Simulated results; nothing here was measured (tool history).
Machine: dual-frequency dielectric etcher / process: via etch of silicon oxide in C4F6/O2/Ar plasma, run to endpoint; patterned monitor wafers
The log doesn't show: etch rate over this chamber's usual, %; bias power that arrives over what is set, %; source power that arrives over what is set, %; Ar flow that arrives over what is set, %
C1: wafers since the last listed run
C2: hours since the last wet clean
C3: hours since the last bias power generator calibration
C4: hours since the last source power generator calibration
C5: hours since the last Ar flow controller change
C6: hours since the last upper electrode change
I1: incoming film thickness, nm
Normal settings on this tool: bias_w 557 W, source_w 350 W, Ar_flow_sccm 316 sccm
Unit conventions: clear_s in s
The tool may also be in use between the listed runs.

run 1 hour=0 | bias_w=557 source_w=410 Ar_flow_sccm=316 | C1=0 C2=0.5 C3=3209.3 C4=1392.2 C5=3647.5 C6=5947.1 | I1=161.6 | clear_s=33.5
run 2 hour=0.3 | bias_w=557 source_w=350 Ar_flow_sccm=316 | C1=3 C2=0.8 C3=3209.6 C4=1392.5 C5=3647.8 C6=5947.4 | I1=161 | clear_s=36.2
run 3 hour=7.2 | bias_w=557 source_w=350 Ar_flow_sccm=316 | C1=75 C2=7.7 C3=3216.5 C4=1399.4 C5=3654.7 C6=5954.3 | I1=162.5 | clear_s=36.4
run 4 hour=21.1 | bias_w=474 source_w=350 Ar_flow_sccm=316 | C1=152 C2=21.6 C3=3230.4 C4=1413.3 C5=3668.6 C6=5968.2 | I1=161.7 | clear_s=38.1
run 5 hour=51.6 | bias_w=474 source_w=350 Ar_flow_sccm=316 | C1=334 C2=52.1 C3=3260.9 C4=1443.8 C5=3699.1 C6=5998.7 | I1=159.7 | clear_s=37.6
run 6 hour=86.4 | bias_w=474 source_w=350 Ar_flow_sccm=316 | C1=381 C2=86.9 C3=3295.7 C4=1478.6 C5=3733.9 C6=6033.5 | I1=162 | clear_s=37.5
run 7 hour=117.8 | bias_w=557 source_w=350 Ar_flow_sccm=260 | C1=344 C2=118.3 C3=3327.1 C4=1510 C5=3765.3 C6=6064.9 | I1=161.6 | clear_s=34.7
run 8 hour=144.4 | bias_w=557 source_w=350 Ar_flow_sccm=260 | C1=291 C2=144.9 C3=3353.7 C4=1536.6 C5=3791.9 C6=6091.5 | I1=160.3 | clear_s=34.8
run 9 hour=161.9 | bias_w=557 source_w=350 Ar_flow_sccm=260 | C1=191 C2=162.4 C3=3371.2 C4=1554.1 C5=3809.4 C6=6109 | I1=160.9 | clear_s=34.7
run 10 hour=183.7 | bias_w=557 source_w=300 Ar_flow_sccm=316 | C1=239 C2=184.2 C3=3393 C4=1575.9 C5=3831.2 C6=6130.8 | I1=161.8 | clear_s=38
run 11 hour=203.5 | bias_w=557 source_w=350 Ar_flow_sccm=316 | C1=217 C2=204 C3=3412.8 C4=1595.7 C5=3851 C6=6150.6 | I1=162.4 | clear_s=35.2
run 12 hour=220.4 | bias_w=557 source_w=350 Ar_flow_sccm=316 | C1=185 C2=220.9 C3=3429.7 C4=1612.6 C5=3867.9 C6=6167.5 | I1=160.2 | clear_s=35.1
run 13 hour=254.7 | bias_w=611 source_w=350 Ar_flow_sccm=316 | C1=376 C2=255.2 C3=3464 C4=1646.9 C5=3902.2 C6=6201.8 | I1=159.1 | clear_s=33.4
run 14 hour=287.6 | bias_w=557 source_w=280 Ar_flow_sccm=382 | C1=360 C2=288.1 C3=3496.9 C4=1679.8 C5=3935.1 C6=6234.7 | I1=160.7 | clear_s=39.4
-- hour=307.2 bias power generator calibrated
-- hour=319.5 Ar flow controller replaced
run 15 hour=331.9 | bias_w=651 source_w=350 Ar_flow_sccm=251 | C1=376 C2=332.4 C3=24.7 C4=1724.1 C5=12.4 C6=6279 | I1=160.4 | clear_s=32.6
run 16 hour=361.8 | bias_w=603 source_w=350 Ar_flow_sccm=316 | C1=327 C2=362.3 C3=54.6 C4=1754 C5=42.3 C6=6308.9 | I1=160.2 | clear_s=33.8
run 17 hour=378.2 | bias_w=475 source_w=390 Ar_flow_sccm=363 | C1=179 C2=378.7 C3=71 C4=1770.4 C5=58.7 C6=6325.3 | I1=160.7 | clear_s=34.9
run 18 hour=393.3 | bias_w=557 source_w=320 Ar_flow_sccm=316 | C1=165 C2=393.8 C3=86.1 C4=1785.5 C5=73.8 C6=6340.4 | I1=160.3 | clear_s=36
run 19 hour=413.4 | bias_w=652 source_w=350 Ar_flow_sccm=316 | C1=220 C2=413.9 C3=106.2 C4=1805.6 C5=93.9 C6=6360.5 | I1=160.8 | clear_s=32.7
-- hour=446 upper electrode replaced, of another model than before
run 20 hour=446.5 | bias_w=557 source_w=350 Ar_flow_sccm=316 | C1=99 C2=447 C3=139.3 C4=1838.7 C5=127 C6=0.5 | I1=160.6 | clear_s=33.8
run 21 hour=474.9 | bias_w=557 source_w=400 Ar_flow_sccm=359 | C1=311 C2=475.4 C3=167.7 C4=1867.1 C5=155.4 C6=28.9 | I1=160.8 | clear_s=31.8
run 22 hour=492.9 | bias_w=623 source_w=430 Ar_flow_sccm=366 | C1=197 C2=493.4 C3=185.7 C4=1885.1 C5=173.4 C6=46.9 | I1=161.1 | clear_s=29.6
-- hour=497.9 source power generator calibrated
-- hour=537.3 wet clean of the chamber
run 23 hour=537.8 | bias_w=557 source_w=350 Ar_flow_sccm=316 | C1=185 C2=0.5 C3=230.6 C4=39.9 C5=218.3 C6=91.8 | I1=161.8 | clear_s=36.2
run 24 hour=571 | bias_w=510 source_w=400 Ar_flow_sccm=316 | C1=364 C2=33.7 C3=263.8 C4=73.1 C5=251.5 C6=125 | I1=160 | clear_s=32.7
run 25 hour=586 | bias_w=557 source_w=350 Ar_flow_sccm=316 | C1=164 C2=48.7 C3=278.8 C4=88.1 C5=266.5 C6=140 | I1=159.9 | clear_s=35.6
run 26 hour=617.5 | bias_w=446 source_w=400 Ar_flow_sccm=394 | C1=345 C2=80.2 C3=310.3 C4=119.6 C5=298 C6=171.5 | I1=159.6 | clear_s=33.9
run 27 hour=632.4 | bias_w=557 source_w=350 Ar_flow_sccm=316 | C1=163 C2=95.1 C3=325.2 C4=134.5 C5=312.9 C6=186.4 | I1=160.8 | clear_s=35.7
run 28 hour=656.5 | bias_w=628 source_w=400 Ar_flow_sccm=276 | C1=264 C2=119.2 C3=349.3 C4=158.6 C5=337 C6=210.5 | I1=160 | clear_s=31.1
run 29 hour=683.3 | bias_w=694 source_w=390 Ar_flow_sccm=316 | C1=293 C2=146 C3=376.1 C4=185.4 C5=363.8 C6=237.3 | I1=160.9 | clear_s=30.8
run 30 hour=709.4 | bias_w=619 source_w=430 Ar_flow_sccm=316 | C1=286 C2=172.1 C3=402.2 C4=211.5 C5=389.9 C6=263.4 | I1=162.4 | clear_s=29.7

How the hidden state differs across the entries between the runs, from the last listed run before each to the first after it:
Runs 14 to 15: bias power generator calibrated (hour 307.2); Ar flow controller replaced (hour 319.5)
  etch rate over this chamber's usual, %: 1.88 -> 2.28
  the result without the hidden state subtracted from the measured one, clear_s: -0.7 -> -0.7 s
Runs 19 to 20: upper electrode replaced, of another model than before (hour 446)
  etch rate over this chamber's usual, %: 3.03 -> 3.33
  the result without the hidden state subtracted from the measured one, clear_s: -1 -> -1.1 s
Runs 22 to 23: source power generator calibrated (hour 497.9); wet clean of the chamber (hour 537.3)
  etch rate over this chamber's usual, %: 3.75 -> -0.0616
  the result without the hidden state subtracted from the measured one, clear_s: -1.1 -> +0 s
